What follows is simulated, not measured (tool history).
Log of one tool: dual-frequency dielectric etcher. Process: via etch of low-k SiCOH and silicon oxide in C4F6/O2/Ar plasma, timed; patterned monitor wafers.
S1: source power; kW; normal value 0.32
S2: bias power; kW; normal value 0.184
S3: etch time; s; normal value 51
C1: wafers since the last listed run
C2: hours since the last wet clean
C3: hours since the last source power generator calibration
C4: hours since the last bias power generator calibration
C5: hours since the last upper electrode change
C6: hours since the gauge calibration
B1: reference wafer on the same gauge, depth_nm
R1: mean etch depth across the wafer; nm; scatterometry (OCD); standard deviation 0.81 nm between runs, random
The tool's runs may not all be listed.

{"run": 1, "hour": 0.0, "S1": 0.32, "S2": 0.184, "S3": 51, "C1": 0, "C2": 169.9, "C3": 3320.2, "C4": 1696.1, "C5": 4493.6, "C6": 962.5, "B1": 106.9, "R1": 120.4}
{"run": 2, "hour": 80.0, "S1": 0.32, "S2": 0.184, "S3": 51, "C1": 828, "C2": 249.9, "C3": 3400.2, "C4": 1776.1, "C5": 4573.6, "C6": 1042.5, "B1": 107, "R1": 118.3}
{"run": 3, "hour": 155.0, "S1": 0.32, "S2": 0.184, "S3": 51, "C1": 777, "C2": 324.9, "C3": 3475.2, "C4": 1851.1, "C5": 4648.6, "C6": 1117.5, "B1": 107, "R1": 119.7}
{"run": 4, "hour": 201.8, "S1": 0.32, "S2": 0.184, "S3": 51, "C1": 484, "C2": 371.7, "C3": 3522, "C4": 1897.9, "C5": 4695.4, "C6": 1164.3, "B1": 107.2, "R1": 118.5}
{"run": 5, "hour": 263.8, "S1": 0.32, "S2": 0.184, "S3": 51, "C1": 642, "C2": 433.7, "C3": 3584, "C4": 1959.9, "C5": 4757.4, "C6": 1226.3, "B1": 106.9, "R1": 117.7}
{"run": 6, "hour": 343.7, "S1": 0.32, "S2": 0.184, "S3": 51, "C1": 827, "C2": 513.6, "C3": 3663.9, "C4": 2039.8, "C5": 4837.3, "C6": 1306.2, "B1": 107.1, "R1": 117.4}
{"hour": 404.1, "done": "wet clean of the chamber"}
{"run": 7, "hour": 409.4, "S1": 0.32, "S2": 0.184, "S3": 51, "C1": 432, "C2": 5.3, "C3": 3729.6, "C4": 2105.5, "C5": 4903, "C6": 1371.9, "B1": 107.2, "R1": 123.6}
{"run": 8, "hour": 470.0, "S1": 0.32, "S2": 0.184, "S3": 56, "C1": 627, "C2": 65.9, "C3": 3790.2, "C4": 2166.1, "C5": 4963.6, "C6": 1432.5, "B1": 107.1, "R1": 136.3}
{"hour": 543.3, "done": "gauge calibrated"}
{"run": 9, "hour": 567.4, "S1": 0.32, "S2": 0.184, "S3": 51, "C1": 1009, "C2": 163.3, "C3": 3887.6, "C4": 2263.5, "C5": 5061, "C6": 24.1, "B1": 107.1, "R1": 122.3}
{"hour": 575.0, "done": "source power generator calibrated"}
{"hour": 652.0, "done": "upper electrode replaced"}
{"run": 10, "hour": 652.5, "S1": 0.3, "S2": 0.172, "S3": 61.5, "C1": 591, "C2": 248.4, "C3": 77.5, "C4": 2348.6, "C5": 0.5, "C6": 109.2, "B1": 107, "R1": 136.7}
{"run": 11, "hour": 733.7, "S1": 0.36, "S2": 0.229, "S3": 66.5, "C1": 841, "C2": 329.6, "C3": 158.7, "C4": 2429.8, "C5": 81.7, "C6": 190.4, "B1": 107.1, "R1": 182.9}
{"run": 12, "hour": 840.9, "S1": 0.32, "S2": 0.184, "S3": 51, "C1": 1110, "C2": 436.8, "C3": 265.9, "C4": 2537, "C5": 188.9, "C6": 297.6, "B1": 106.9, "R1": 119.2}
{"run": 13, "hour": 918.1, "S1": 0.32, "S2": 0.184, "S3": 51, "C1": 799, "C2": 514, "C3": 343.1, "C4": 2614.2, "C5": 266.1, "C6": 374.8, "B1": 107.2, "R1": 117.8}
{"run": 14, "hour": 1003.6, "S1": 0.32, "S2": 0.166, "S3": 58, "C1": 885, "C2": 599.5, "C3": 428.6, "C4": 2699.7, "C5": 351.6, "C6": 460.3, "B1": 107.1, "R1": 128.2}
{"hour": 1040.7, "done": "wet clean of the chamber"}
{"hour": 1041.7, "done": "bias power generator calibrated"}
{"run": 15, "hour": 1082.7, "S1": 0.27, "S2": 0.229, "S3": 46.5, "C1": 559, "C2": 42, "C3": 507.7, "C4": 41, "C5": 430.7, "C6": 539.4, "B1": 107.2, "R1": 108.7}
{"run": 16, "hour": 1172.9, "S1": 0.38, "S2": 0.163, "S3": 58.5, "C1": 934, "C2": 132.2, "C3": 597.9, "C4": 131.2, "C5": 520.9, "C6": 629.6, "B1": 107.2, "R1": 149}
{"run": 17, "hour": 1276.4, "S1": 0.36, "S2": 0.184, "S3": 51, "C1": 1072, "C2": 235.7, "C3": 701.4, "C4": 234.7, "C5": 624.4, "C6": 733.1, "B1": 107, "R1": 130.6}
{"run": 18, "hour": 1358.7, "S1": 0.35, "S2": 0.217, "S3": 40.5, "C1": 852, "C2": 318, "C3": 783.7, "C4": 317, "C5": 706.7, "C6": 815.4, "B1": 107, "R1": 106.7}
{"run": 19, "hour": 1449.3, "S1": 0.32, "S2": 0.184, "S3": 37.5, "C1": 938, "C2": 408.6, "C3": 874.3, "C4": 407.6, "C5": 797.3, "C6": 906, "B1": 107.2, "R1": 88.3}

Predict each of these 5 candidate next runs independently; none follows another, all start after run 19:
{"run": "A", "hour": 1449.7, "S1": 0.32, "S2": 0.184, "S3": 43.5, "C1": 4, "C2": 409, "C3": 874.7, "C4": 408, "C5": 797.7, "C6": 906.4, "B1": "?", "R1": "?"}
{"run": "B", "hour": 1449.7, "S1": 0.25, "S2": 0.222, "S3": 66, "C1": 4, "C2": 409, "C3": 874.7, "C4": 408, "C5": 797.7, "C6": 906.4, "B1": "?", "R1": "?"}
{"run": "C", "hour": 1449.7, "S1": 0.3, "S2": 0.184, "S3": 51, "C1": 4, "C2": 409, "C3": 874.7, "C4": 408, "C5": 797.7, "C6": 906.4, "B1": "?", "R1": "?"}
{"run": "D", "hour": 1449.7, "S1": 0.35, "S2": 0.14, "S3": 46, "C1": 4, "C2": 409, "C3": 874.7, "C4": 408, "C5": 797.7, "C6": 906.4, "B1": "?", "R1": "?"}
{"run": "E", "hour": 1449.7, "S1": 0.32, "S2": 0.155, "S3": 38, "C1": 4, "C2": 409, "C3": 874.7, "C4": 408, "C5": 797.7, "C6": 906.4, "B1": "?", "R1": "?"}

run=A B1=107 R1=102.7
run=B B1=107 R1=141.8
run=C B1=107 R1=115.5
run=D B1=107 R1=103.8
run=E B1=107 R1=84.2
Had the tool no hidden state, the same runs would have come out as:
run=A R1=106.4
run=B R1=147
run=C R1=119.8
run=D R1=107.5
run=E R1=87.2
